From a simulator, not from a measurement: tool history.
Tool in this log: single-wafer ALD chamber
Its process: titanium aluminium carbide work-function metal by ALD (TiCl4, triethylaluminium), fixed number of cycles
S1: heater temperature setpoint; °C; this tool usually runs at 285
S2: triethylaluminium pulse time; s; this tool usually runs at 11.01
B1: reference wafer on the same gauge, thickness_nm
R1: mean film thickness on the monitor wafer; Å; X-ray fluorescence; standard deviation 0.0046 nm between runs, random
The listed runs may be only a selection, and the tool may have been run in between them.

{"run": 1, "hour": 0.0, "S1": 285, "S2": 11.01, "B1": 1.811, "R1": 18.31}
{"run": 2, "hour": 7.0, "S1": 285, "S2": 11.01, "B1": 1.809, "R1": 18.27}
{"run": 3, "hour": 19.0, "S1": 285, "S2": 11.01, "B1": 1.81, "R1": 18.2}
{"run": 4, "hour": 29.5, "S1": 285, "S2": 11.01, "B1": 1.811, "R1": 18.14}
{"run": 5, "hour": 43.0, "S1": 278, "S2": 11.01, "B1": 1.81, "R1": 17.49}
{"run": 6, "hour": 54.8, "S1": 278, "S2": 11.01, "B1": 1.807, "R1": 17.39}
{"run": 7, "hour": 70.4, "S1": 288, "S2": 9.54, "B1": 1.811, "R1": 17.85}
{"run": 8, "hour": 85.4, "S1": 288, "S2": 9.54, "B1": 1.812, "R1": 17.77}
{"run": 9, "hour": 100.7, "S1": 285, "S2": 11.01, "B1": 1.811, "R1": 18.0}
{"run": 10, "hour": 111.8, "S1": 285, "S2": 11.01, "B1": 1.809, "R1": 17.96}
{"hour": 126.7, "done": "thermocouple changed; heater temperature recalibrated"}
{"run": 11, "hour": 127.2, "S1": 285, "S2": 11.01, "B1": 1.808, "R1": 17.88}
{"run": 12, "hour": 134.8, "S1": 270, "S2": 9.11, "B1": 1.812, "R1": 15.87}
{"hour": 143.0, "done": "gauge calibrated"}
{"run": 13, "hour": 148.9, "S1": 293, "S2": 14.83, "B1": 1.81, "R1": 19.26}
{"hour": 159.2, "done": "triethylaluminium bottle replaced"}
{"hour": 169.9, "done": "showerhead replaced"}
{"run": 14, "hour": 170.4, "S1": 296, "S2": 9.33, "B1": 1.813, "R1": 16.25}
{"run": 15, "hour": 180.3, "S1": 291, "S2": 12.41, "B1": 1.81, "R1": 17.49}
{"run": 16, "hour": 187.4, "S1": 293, "S2": 14.28, "B1": 1.811, "R1": 18.25}
{"hour": 207.2, "done": "triethylaluminium bottle replaced, repeated, since the last time left the tool worse"}
{"run": 17, "hour": 207.7, "S1": 291, "S2": 11.01, "B1": 1.808, "R1": 19.08}
{"run": 18, "hour": 209.7, "S1": 285, "S2": 11.01, "B1": 1.813, "R1": 18.54}
{"run": 19, "hour": 223.3, "S1": 285, "S2": 8.95, "B1": 1.809, "R1": 18.12}
{"run": 20, "hour": 233.5, "S1": 285, "S2": 11.01, "B1": 1.811, "R1": 18.48}
{"run": 21, "hour": 247.9, "S1": 278, "S2": 12.8, "B1": 1.811, "R1": 18.13}
{"run": 22, "hour": 259.1, "S1": 271, "S2": 14.38, "B1": 1.809, "R1": 17.56}

Same runs, no hidden state in the tool, same run-to-run variation:
The hidden state here: wafer temperature above the value expected at the setpoint (K); triethylaluminium dose above that of a fresh bottle (%); gauge reads high (%).
run=1 R1=18.65
run=2 R1=18.61
run=3 R1=18.56
run=4 R1=18.52
run=5 R1=17.89
run=6 R1=17.82
run=7 R1=18.53
run=8 R1=18.50
run=9 R1=18.57
run=10 R1=18.57
run=11 R1=18.53
run=12 R1=16.80
run=13 R1=19.58
run=14 R1=19.19
run=15 R1=19.28
run=16 R1=19.56
run=17 R1=19.11
run=18 R1=18.58
run=19 R1=18.17
run=20 R1=18.51
run=21 R1=18.15
run=22 R1=17.57

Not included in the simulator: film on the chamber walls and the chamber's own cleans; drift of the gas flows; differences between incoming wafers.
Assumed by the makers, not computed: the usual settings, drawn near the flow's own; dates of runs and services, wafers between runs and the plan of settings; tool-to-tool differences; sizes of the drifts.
